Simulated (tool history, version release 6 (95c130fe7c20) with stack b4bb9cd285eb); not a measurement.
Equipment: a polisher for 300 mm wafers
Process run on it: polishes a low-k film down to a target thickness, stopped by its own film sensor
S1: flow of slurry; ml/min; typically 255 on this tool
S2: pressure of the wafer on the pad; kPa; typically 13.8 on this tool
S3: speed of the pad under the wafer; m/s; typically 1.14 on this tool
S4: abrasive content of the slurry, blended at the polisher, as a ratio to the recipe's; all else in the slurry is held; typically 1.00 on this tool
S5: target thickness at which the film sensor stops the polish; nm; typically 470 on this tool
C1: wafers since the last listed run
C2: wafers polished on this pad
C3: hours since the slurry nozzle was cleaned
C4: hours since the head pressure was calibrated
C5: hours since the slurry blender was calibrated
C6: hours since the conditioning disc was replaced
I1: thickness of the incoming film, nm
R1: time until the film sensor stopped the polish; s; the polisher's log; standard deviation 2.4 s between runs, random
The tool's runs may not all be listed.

run 1 hour=0.0 | S1=255 S2=17.2 S3=1.14 S4=1.00 S5=470 | C1=0 C2=3260 C3=100.8 C4=341.3 C5=53.8 C6=213.6 | I1=532.1 | R1=124.3
run 2 hour=63.7 | S1=255 S2=17.2 S3=1.14 S4=1.00 S5=470 | C1=609 C2=3870 C3=164.5 C4=405.0 C5=117.5 C6=277.3 | I1=526.2 | R1=120.3
run 3 hour=112.5 | S1=255 S2=17.2 S3=1.14 S4=1.00 S5=470 | C1=467 C2=4338 C3=213.3 C4=453.8 C5=166.3 C6=326.1 | I1=528.0 | R1=127.2
-- hour=131.0 head pressure recalibrated
run 4 hour=182.8 | S1=255 S2=13.8 S3=1.14 S4=1.00 S5=470 | C1=654 C2=4992 C3=283.6 C4=51.8 C5=236.6 C6=396.4 | I1=533.4 | R1=167.5
-- hour=205.0 conditioning disc replaced and pad reconditioned
-- hour=205.1 worn pad replaced by a new one
run 5 hour=239.9 | S1=255 S2=13.8 S3=1.14 S4=1.00 S5=470 | C1=527 C2=333 C3=340.7 C4=108.9 C5=293.7 C6=34.9 | I1=528.3 | R1=128.1
run 6 hour=327.5 | S1=255 S2=13.8 S3=1.14 S4=1.00 S5=470 | C1=838 C2=1172 C3=428.3 C4=196.5 C5=381.3 C6=122.5 | I1=525.1 | R1=133.1
run 7 hour=389.4 | S1=255 S2=13.8 S3=1.14 S4=1.00 S5=470 | C1=592 C2=1765 C3=490.2 C4=258.4 C5=443.2 C6=184.4 | I1=523.7 | R1=132.9
-- hour=421.9 slurry blender recalibrated
run 8 hour=459.6 | S1=255 S2=13.8 S3=1.14 S4=1.00 S5=470 | C1=653 C2=2418 C3=560.4 C4=328.6 C5=37.7 C6=254.6 | I1=536.2 | R1=157.5
run 9 hour=516.7 | S1=255 S2=13.8 S3=1.14 S4=1.00 S5=470 | C1=546 C2=2965 C3=617.5 C4=385.7 C5=94.8 C6=311.7 | I1=534.6 | R1=154.8
run 10 hour=618.8 | S1=255 S2=13.8 S3=1.14 S4=1.00 S5=470 | C1=977 C2=3942 C3=719.6 C4=487.8 C5=196.9 C6=413.8 | I1=534.2 | R1=161.9
-- hour=677.8 head pressure recalibrated
run 11 hour=679.8 | S1=255 S2=9.7 S3=1.14 S4=0.80 S5=470 | C1=564 C2=4507 C3=780.6 C4=2.0 C5=257.9 C6=474.8 | I1=533.6 | R1=230.0
-- hour=718.1 slurry nozzle cleaned
run 12 hour=719.5 | S1=255 S2=13.8 S3=1.14 S4=1.00 S5=470 | C1=370 C2=4878 C3=1.4 C4=41.7 C5=297.6 C6=514.5 | I1=531.1 | R1=166.3
-- hour=741.2 conditioning disc replaced and pad reconditioned
-- hour=756.1 worn pad replaced by a new one
run 13 hour=802.9 | S1=255 S2=13.8 S3=1.14 S4=1.00 S5=470 | C1=741 C2=447 C3=84.8 C4=125.1 C5=381.0 C6=61.7 | I1=529.0 | R1=140.3
-- hour=958.5 slurry blender recalibrated
run 14 hour=1076.2 | S1=255 S2=17.9 S3=1.14 S4=0.90 S5=455 | C1=2597 C2=3045 C3=358.1 C4=398.4 C5=117.7 C6=335.0 | I1=528.3 | R1=154.9
-- hour=1131.3 head pressure recalibrated
-- hour=1204.4 worn pad replaced by a new one
-- hour=1254.9 conditioning disc replaced and pad reconditioned
run 15 hour=1263.7 | S1=255 S2=13.8 S3=1.14 S4=1.00 S5=470 | C1=1718 C2=548 C3=545.6 C4=132.4 C5=305.2 C6=8.8 | I1=527.6 | R1=127.0
run 16 hour=1315.4 | S1=255 S2=13.8 S3=0.88 S4=1.00 S5=470 | C1=495 C2=1043 C3=597.3 C4=184.1 C5=356.9 C6=60.5 | I1=527.4 | R1=160.4
-- hour=1456.0 slurry blender recalibrated
run 17 hour=1456.5 | S1=255 S2=13.8 S3=1.14 S4=1.20 S5=470 | C1=1332 C2=2375 C3=738.4 C4=325.2 C5=0.5 C6=201.6 | I1=526.1 | R1=122.3
run 18 hour=1548.4 | S1=255 S2=9.7 S3=1.14 S4=0.80 S5=470 | C1=880 C2=3255 C3=830.3 C4=417.1 C5=92.4 C6=293.5 | I1=528.9 | R1=201.6
-- hour=1561.7 slurry nozzle cleaned
-- hour=1585.5 head pressure recalibrated
run 19 hour=1628.0 | S1=255 S2=13.8 S3=1.40 S4=0.75 S5=470 | C1=733 C2=3988 C3=66.3 C4=42.5 C5=172.0 C6=373.1 | I1=533.6 | R1=150.5
-- hour=1663.6 worn pad replaced by a new one
-- hour=1729.3 conditioning disc replaced and pad reconditioned
run 20 hour=1732.2 | S1=285 S2=13.8 S3=1.14 S4=1.00 S5=485 | C1=940 C2=637 C3=170.5 C4=146.7 C5=276.2 C6=2.9 | I1=531.4 | R1=102.4
run 21 hour=1815.5 | S1=255 S2=13.8 S3=1.14 S4=1.00 S5=470 | C1=797 C2=1435 C3=253.8 C4=230.0 C5=359.5 C6=86.2 | I1=539.2 | R1=167.5
-- hour=1894.8 slurry blender recalibrated
run 22 hour=1896.6 | S1=255 S2=13.8 S3=1.14 S4=0.90 S5=470 | C1=757 C2=2193 C3=334.9 C4=311.1 C5=1.8 C6=167.3 | I1=523.6 | R1=130.2
run 23 hour=1939.4 | S1=255 S2=16.5 S3=1.14 S4=1.00 S5=470 | C1=409 C2=2602 C3=377.7 C4=353.9 C5=44.6 C6=210.1 | I1=532.5 | R1=125.6
-- hour=2002.0 head pressure recalibrated
run 24 hour=2002.5 | S1=255 S2=13.8 S3=1.14 S4=1.10 S5=470 | C1=585 C2=3188 C3=440.8 C4=0.5 C5=107.7 C6=273.2 | I1=535.9 | R1=157.9
run 25 hour=2078.1 | S1=255 S2=13.8 S3=0.90 S4=1.00 S5=482 | C1=723 C2=3912 C3=516.4 C4=76.1 C5=183.3 C6=348.8 | I1=526.8 | R1=136.5

Hidden state at the last listed run before each entry between runs and at the first one after, where it differs:
Runs 3 to 4: head pressure recalibrated (hour 131.0)
  removal rate lost through wear of the pad, %: 14.8 -> 16.9; abrasive missing from the slurry, %: 4.04 -> 6.52
  difference, measured minus the result without the unlogged condition, R1: +20.7 -> +32.2 s
Runs 4 to 5: conditioning disc replaced and pad reconditioned (hour 205.0); worn pad replaced by a new one (hour 205.1)
  removal rate lost through wear of the pad, %: 16.9 -> 3.29; abrasive missing from the slurry, %: 6.52 -> 9.17
  difference, measured minus the result without the unlogged condition, R1: +32.2 -> +9.2 s
Runs 7 to 8: slurry blender recalibrated (hour 421.9)
  removal rate lost through wear of the pad, %: 7.61 -> 9.64; abrasive missing from the slurry, %: 18.8 -> 3.04
  difference, measured minus the result without the unlogged condition, R1: +20.9 -> +17.0 s
Runs 10 to 11: head pressure recalibrated (hour 677.8)
  removal rate lost through wear of the pad, %: 14.2 -> 16; abrasive missing from the slurry, %: 6.31 -> 8.74
  difference, measured minus the result without the unlogged condition, R1: +26.8 -> +45.0 s
Runs 11 to 12: slurry nozzle cleaned (hour 718.1)
  removal rate lost through wear of the pad, %: 16 -> 17.2; abrasive missing from the slurry, %: 8.74 -> 10.7
  difference, measured minus the result without the unlogged condition, R1: +45.0 -> +35.0 s
Runs 12 to 13: conditioning disc replaced and pad reconditioned (hour 741.2); worn pad replaced by a new one (hour 756.1)
  removal rate lost through wear of the pad, %: 17.2 -> 3.99; abrasive missing from the slurry, %: 10.7 -> 15.6
  difference, measured minus the result without the unlogged condition, R1: +35.0 -> +15.2 s
Runs 13 to 14: slurry blender recalibrated (hour 958.5)
  removal rate lost through wear of the pad, %: 3.99 -> 11.9; abrasive missing from the slurry, %: 15.6 -> 2.81
  difference, measured minus the result without the unlogged condition, R1: +15.2 -> +20.1 s
Runs 14 to 15: head pressure recalibrated (hour 1131.3); worn pad replaced by a new one (hour 1204.4); conditioning disc replaced and pad reconditioned (hour 1254.9)
  removal rate lost through wear of the pad, %: 11.9 -> 1.8; abrasive missing from the slurry, %: 2.81 -> 9.75
  difference, measured minus the result without the unlogged condition, R1: +20.1 -> +7.6 s
Runs 16 to 17: slurry blender recalibrated (hour 1456.0)
  removal rate lost through wear of the pad, %: 3.3 -> 7.38; abrasive missing from the slurry, %: 12.7 -> 2.19
  difference, measured minus the result without the unlogged condition, R1: +14.2 -> +10.0 s
Runs 18 to 19: slurry nozzle cleaned (hour 1561.7); head pressure recalibrated (hour 1585.5)
  removal rate lost through wear of the pad, %: 10 -> 12.3; abrasive missing from the slurry, %: 2.94 -> 4.78
  difference, measured minus the result without the unlogged condition, R1: +22.7 -> +21.7 s
Runs 19 to 20: worn pad replaced by a new one (hour 1663.6); conditioning disc replaced and pad reconditioned (hour 1729.3)
  removal rate lost through wear of the pad, %: 12.3 -> 3.57; abrasive missing from the slurry, %: 4.78 -> 8.86
  difference, measured minus the result without the unlogged condition, R1: +21.7 -> +7.5 s
Runs 21 to 22: slurry blender recalibrated (hour 1894.8)
  removal rate lost through wear of the pad, %: 5.98 -> 8.33; abrasive missing from the slurry, %: 13.5 -> 1.53
  difference, measured minus the result without the unlogged condition, R1: +19.6 -> +11.6 s
Runs 23 to 24: head pressure recalibrated (hour 2002.0)
  removal rate lost through wear of the pad, %: 9.56 -> 11.4; abrasive missing from the slurry, %: 1.7 -> 2.54
  difference, measured minus the result without the unlogged condition, R1: +12.8 -> +19.4 s
